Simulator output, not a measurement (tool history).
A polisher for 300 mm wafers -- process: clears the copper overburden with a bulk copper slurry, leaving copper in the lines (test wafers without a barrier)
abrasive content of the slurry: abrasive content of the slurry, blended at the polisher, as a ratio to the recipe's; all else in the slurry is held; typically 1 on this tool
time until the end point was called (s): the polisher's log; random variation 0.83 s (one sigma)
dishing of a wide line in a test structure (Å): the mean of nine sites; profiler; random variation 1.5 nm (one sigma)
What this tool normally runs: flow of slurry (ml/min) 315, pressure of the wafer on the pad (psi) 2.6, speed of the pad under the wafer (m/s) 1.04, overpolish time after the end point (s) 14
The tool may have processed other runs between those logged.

run	hour	flow of slurry (ml/min)	pressure of the wafer on the pad (psi)	speed of the pad under the wafer (m/s)	abrasive content of the slurry	overpolish time after the end point (s)	incoming thickness of the incoming film, nm	time until the end point was called (s)	dishing of a wide line in a test structure (Å)
1	0	315	2.6	1.04	1	11	719.5	84	522
# hour 118.2: slurry blender recalibrated
2	162.1	315	2.6	1.04	1	11	726.4	91.4	519
3	203.8	315	2.6	1.22	1	14	717.1	79.5	621
# hour 261.2: slurry nozzle cleaned
# hour 310.3: worn pad replaced by a new one
4	310.8	315	2.6	1.04	1	14	729.3	83	604
5	365.8	315	2.6	1.04	1	14	707.9	80.2	629
6	398.4	315	2.6	1.04	1	14	727.2	82.4	619
7	461.4	315	2.6	1.04	1	14	725.2	82.5	628
8	529.6	315	2.6	1.04	1	14	734.5	84.8	604
# hour 569.2: slurry blender recalibrated
# hour 570.8: head pressure recalibrated
9	596.4	355	2.6	1.04	1.15	14	718.8	80.1	633
10	656	315	2.6	1.04	1	7	710.3	85.2	381
11	699.7	280	1.9	1.04	1	14	705.5	120.7	483
12	745.1	355	2.6	1.04	1.15	14	707.1	84.9	585
# hour 771.6: worn pad replaced by a new one
13	773.9	415	2.6	1.04	1	14	721.5	82.1	606
14	827.8	345	2.6	1.04	1	14	720.6	83.8	625
# hour 846.3: slurry nozzle cleaned
15	888.1	425	2	0.94	1	19	711.5	111.8	584
16	957.4	405	2.6	1.28	1.25	11	724.9	60.2	632
17	1026.3	315	2.6	1.04	1	17	704.6	83.1	680
# hour 1035.1: slurry blender recalibrated
18	1055.6	315	3.2	0.84	1	14	718.4	83.6	619
19	1155.8	245	2.6	1.26	1	14	719.5	75.1	661
# hour 1311.9: worn pad replaced by a new one
20	1360.4	315	2.3	1.04	1	14	716.8	95.5	590
# hour 1398.4: slurry nozzle cleaned
21	1420.6	385	2.6	0.86	1.25	10	729.1	90.2	467
22	1455.2	315	2.6	1.04	1	14	716.9	81.2	634
23	1495.7	315	2.6	1.04	1	14	724.2	81.9	610
24	1540.1	220	2.6	1.04	1.3	14	716.6	78.2	664
25	1567.1	370	2.6	1.14	1.25	14	723.4	69.5	665
# hour 1603.1: slurry blender recalibrated
26	1616.3	315	2.6	1.04	1.3	14	718	78.6	632
27	1655.1	315	2.6	1.04	0.85	14	716.7	88.8	601
28	1718.8	365	2	1.14	1	17	710.3	100.3	614

Table of differences, measured result less the result of that run with no hidden state. Run-to-run variation is the same in both. Gauge scatter possibly is not:
Hidden state present: removal rate lost through wear of the pad, %; slurry flow missing at the pad, %; deviation of the head's pressure from its setpoint, %; abrasive missing from the slurry, %.
run	time until the end point was called (s)	dishing of a wide line in a test structure (Å)
1	+3.9	-15
2	+10.8	-41
3	+11.6	-47
4	+1.5	-5
5	+1.6	-7
6	+1.9	-8
7	+2.6	-10
8	+3.8	-15
9	+4.9	-20
10	+7.4	-26
11	+13.2	-35
12	+10.4	-40
13	+3.4	-13
14	+5.6	-22
15	+1.2	-3
16	+1.2	-6
17	+2.9	-11
18	+3.6	-15
19	+6	-25
20	+4.4	-15
21	+0.8	-2
22	+1	-4
23	+1.5	-5
24	+2.2	-9
25	+2.3	-9
26	+3.6	-14
27	+5.1	-19
28	+7.9	-24
